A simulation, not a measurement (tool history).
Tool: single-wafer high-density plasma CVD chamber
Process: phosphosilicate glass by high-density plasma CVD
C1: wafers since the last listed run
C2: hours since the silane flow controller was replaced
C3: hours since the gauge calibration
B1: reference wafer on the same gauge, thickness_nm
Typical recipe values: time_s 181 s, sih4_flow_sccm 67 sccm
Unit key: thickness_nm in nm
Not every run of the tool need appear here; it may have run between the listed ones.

run 1 hour=0.0 | time_s=181 sih4_flow_sccm=67 | C1=0 C2=2657.8 C3=106.8 | B1=1360.598 | thickness_nm=1263.541
run 2 hour=37.8 | time_s=181 sih4_flow_sccm=67 | C1=400 C2=2695.6 C3=144.6 | B1=1359.261 | thickness_nm=1262.889
run 3 hour=114.1 | time_s=181 sih4_flow_sccm=61 | C1=809 C2=2771.9 C3=220.9 | B1=1357.163 | thickness_nm=1165.228
run 4 hour=267.9 | time_s=181 sih4_flow_sccm=67 | C1=1631 C2=2925.7 C3=374.7 | B1=1356.011 | thickness_nm=1259.748
run 5 hour=335.7 | time_s=181 sih4_flow_sccm=67 | C1=719 C2=2993.5 C3=442.5 | B1=1360.373 | thickness_nm=1262.379
run 6 hour=439.0 | time_s=181 sih4_flow_sccm=76 | C1=1095 C2=3096.8 C3=545.8 | B1=1357.160 | thickness_nm=1413.467
run 7 hour=528.0 | time_s=207 sih4_flow_sccm=73 | C1=944 C2=3185.8 C3=634.8 | B1=1358.384 | thickness_nm=1564.724
run 8 hour=633.5 | time_s=207 sih4_flow_sccm=73 | C1=1119 C2=3291.3 C3=740.3 | B1=1359.377 | thickness_nm=1561.946
run 9 hour=671.4 | time_s=207 sih4_flow_sccm=73 | C1=402 C2=3329.2 C3=778.2 | B1=1360.406 | thickness_nm=1566.986
-- hour=684.1 silane flow controller replaced
run 10 hour=778.6 | time_s=161 sih4_flow_sccm=67 | C1=1052 C2=94.5 C3=885.4 | B1=1356.469 | thickness_nm=1093.995
run 11 hour=823.4 | time_s=181 sih4_flow_sccm=67 | C1=475 C2=139.3 C3=930.2 | B1=1358.263 | thickness_nm=1231.764
run 12 hour=887.4 | time_s=181 sih4_flow_sccm=64 | C1=678 C2=203.3 C3=994.2 | B1=1359.765 | thickness_nm=1195.799
run 13 hour=926.8 | time_s=181 sih4_flow_sccm=67 | C1=417 C2=242.7 C3=1033.6 | B1=1358.915 | thickness_nm=1228.413
run 14 hour=1015.4 | time_s=146 sih4_flow_sccm=57 | C1=939 C2=331.3 C3=1122.2 | B1=1358.192 | thickness_nm=864.880
run 15 hour=1094.9 | time_s=209 sih4_flow_sccm=73 | C1=843 C2=410.8 C3=1201.7 | B1=1359.168 | thickness_nm=1547.888
run 16 hour=1145.9 | time_s=181 sih4_flow_sccm=67 | C1=540 C2=461.8 C3=1252.7 | B1=1359.063 | thickness_nm=1235.464
run 17 hour=1231.9 | time_s=181 sih4_flow_sccm=67 | C1=912 C2=547.8 C3=1338.7 | B1=1361.281 | thickness_nm=1244.565
run 18 hour=1332.4 | time_s=204 sih4_flow_sccm=74 | C1=1066 C2=648.3 C3=1439.2 | B1=1356.449 | thickness_nm=1547.132
run 19 hour=1393.4 | time_s=181 sih4_flow_sccm=67 | C1=647 C2=709.3 C3=1500.2 | B1=1358.779 | thickness_nm=1256.533
-- hour=1453.1 gauge calibrated
run 20 hour=1465.0 | time_s=181 sih4_flow_sccm=67 | C1=759 C2=780.9 C3=11.9 | B1=1360.658 | thickness_nm=1256.836
run 21 hour=1550.1 | time_s=195 sih4_flow_sccm=61 | C1=902 C2=866.0 C3=97.0 | B1=1360.014 | thickness_nm=1244.251
run 22 hour=1653.5 | time_s=201 sih4_flow_sccm=74 | C1=1096 C2=969.4 C3=200.4 | B1=1359.252 | thickness_nm=1535.518
run 23 hour=1703.8 | time_s=154 sih4_flow_sccm=56 | C1=533 C2=1019.7 C3=250.7 | B1=1358.665 | thickness_nm=921.269
run 24 hour=1797.1 | time_s=203 sih4_flow_sccm=58 | C1=989 C2=1113.0 C3=344.0 | B1=1358.687 | thickness_nm=1254.598
run 25 hour=1892.8 | time_s=215 sih4_flow_sccm=67 | C1=1015 C2=1208.7 C3=439.7 | B1=1361.398 | thickness_nm=1511.212

Hidden condition of the tool, last listed run before each entry between runs versus first listed run after:
From run 9 to run 10: silane flow controller replaced (hour 684.1)
  delivered silane flow above the setpoint (%): 5.18 -> 1.46
  difference, measured minus the result without the unlogged condition, thickness_nm: +67.483 -> +13.677 nm
From run 19 to run 20: gauge calibrated (hour 1453.1)
  delivered silane flow above the setpoint (%): 3.69 -> 3.88
  difference, measured minus the result without the unlogged condition, thickness_nm: +38.958 -> +40.981 nm
